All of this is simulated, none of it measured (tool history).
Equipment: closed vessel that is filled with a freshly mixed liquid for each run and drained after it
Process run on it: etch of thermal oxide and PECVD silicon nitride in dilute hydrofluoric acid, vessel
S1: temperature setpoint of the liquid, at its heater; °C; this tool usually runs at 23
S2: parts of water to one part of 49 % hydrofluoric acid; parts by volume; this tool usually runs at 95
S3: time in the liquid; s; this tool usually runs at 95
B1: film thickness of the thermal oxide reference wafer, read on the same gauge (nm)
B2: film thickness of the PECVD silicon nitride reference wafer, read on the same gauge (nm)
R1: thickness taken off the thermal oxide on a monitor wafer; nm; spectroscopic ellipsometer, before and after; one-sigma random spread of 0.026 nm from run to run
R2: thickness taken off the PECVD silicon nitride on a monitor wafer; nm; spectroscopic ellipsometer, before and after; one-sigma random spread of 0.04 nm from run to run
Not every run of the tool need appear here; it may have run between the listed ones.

run,hour,S1,S2,S3,B1,B2,R1,R2
1,0,23,95,95,140.002,59.991,4.057,4.571
2,21.4,23,95,95,139.982,60.021,4.05,4.61
# hour 23.2: gauge calibrated
3,44.7,23,95,95,139.981,60.006,3.988,4.561
4,75.6,23,95,95,139.987,59.944,4.041,4.621
5,106.4,21.5,95,95,139.99,60.004,3.804,4.147
6,119.8,23,95,95,140.002,59.985,4.071,4.586
7,143,23,95,95,139.985,59.941,4.056,4.62
8,172.1,23,95,95,140.019,59.992,4.043,4.59
# hour 187.4: thermometer replaced
9,189.4,23,95,95,139.998,59.984,4.082,4.572
10,209.6,23,95,95,140.015,60.015,4.009,4.605
11,241.2,23,95,95,140.001,60.025,4.083,4.598
12,265,26,75,130,139.998,59.987,8.072,9.698
13,277.8,23,55,130,139.982,60.018,10.177,10.816
# hour 293.8: hydrofluoric acid flow meter replaced
14,306.6,23,95,150,139.989,60.022,6.378,7.396
# hour 346.5: gauge calibrated
15,373.6,19,135,45,140.007,60.018,1.099,1.191
16,400.4,23,95,95,140.004,60.021,4.023,4.63
17,431.9,23,95,95,139.99,59.996,4.067,4.572
18,448.5,21,95,50,139.996,60.006,1.953,2.128
19,467.9,23,95,60,139.99,60.011,2.576,2.933
20,495.2,27.5,140,45,139.979,59.943,1.475,2.006
21,511.9,27.5,120,95,140.013,59.959,3.703,4.89

What the log doesn't show, run by run:
liquid hotter than its thermometer reads (K): 0 across all the runs
hydrofluoric acid flow below the setpoint (%): 0 across all the runs
gauge reads high (%): 0 across all the runs
